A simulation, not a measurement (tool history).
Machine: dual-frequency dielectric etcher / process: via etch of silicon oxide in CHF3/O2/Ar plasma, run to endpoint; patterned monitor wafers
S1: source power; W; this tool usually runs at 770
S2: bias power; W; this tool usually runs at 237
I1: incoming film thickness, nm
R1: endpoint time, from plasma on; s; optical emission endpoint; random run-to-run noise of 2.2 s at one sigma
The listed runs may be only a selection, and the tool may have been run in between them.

run,day,S1,S2,I1,R1
1,0.000,770,237,626.5,260.7
2,1.092,770,237,624.7,262.5
# day 2.217: source power generator calibrated
3,3.629,770,237,626.1,259.8
4,5.688,770,237,620.6,256.6
5,8.592,770,237,620.2,258.9
6,17.371,770,280,623.2,244.0
# day 20.192: wet clean of the chamber
7,20.212,770,280,630.2,254.1
8,22.442,770,237,628.8,273.0
9,25.529,770,237,625.5,275.4
10,29.596,770,237,627.0,274.9
11,31.600,770,237,627.3,275.0
# day 35.162: bias power generator calibrated
12,35.842,770,237,624.0,271.1
13,39.171,860,237,626.2,261.2
# day 43.367: wet clean of the chamber, repeated, since the last time left the tool worse
14,43.388,770,237,623.5,260.2
15,45.021,770,237,625.8,263.0
# day 48.938: upper electrode replaced
16,48.958,770,237,630.1,257.1
17,51.496,770,237,617.3,256.2
18,55.608,770,211,618.0,272.7
19,57.500,640,210,620.0,297.4
20,60.179,870,192,618.1,266.8
# day 63.183: wet clean of the chamber
21,63.842,620,190,619.9,311.6
22,65.900,640,237,618.7,282.6
23,68.925,770,188,626.1,289.7
24,72.404,770,257,631.1,260.1
25,74.979,770,237,620.6,258.0
26,78.192,770,237,625.1,259.0
27,81.804,770,237,627.4,268.1
28,83.608,770,237,629.7,271.7
# day 85.171: source power generator calibrated
29,86.942,720,288,623.8,247.4
# day 88.558: wet clean of the chamber
30,90.425,940,200,624.0,254.8
31,93.538,770,212,628.8,275.4
32,95.338,770,237,622.9,259.3
33,99.388,850,272,621.4,232.6
34,103.467,770,237,626.3,265.1
35,108.879,700,259,627.3,264.2
# day 111.371: wet clean of the chamber
36,111.392,770,219,618.7,264.9

Below are 3 alternative next runs, each starting from the tool's condition after run 36. Predict each:
A,111.412,770,191,617.2,?
B,111.412,680,214,617.2,?
C,111.412,650,237,617.2,?

run,R1
A,284.2
B,287.3
C,281.1
With no hidden state in the tool, these same runs would have given:
run,R1
A,284.0
B,287.1
C,280.8
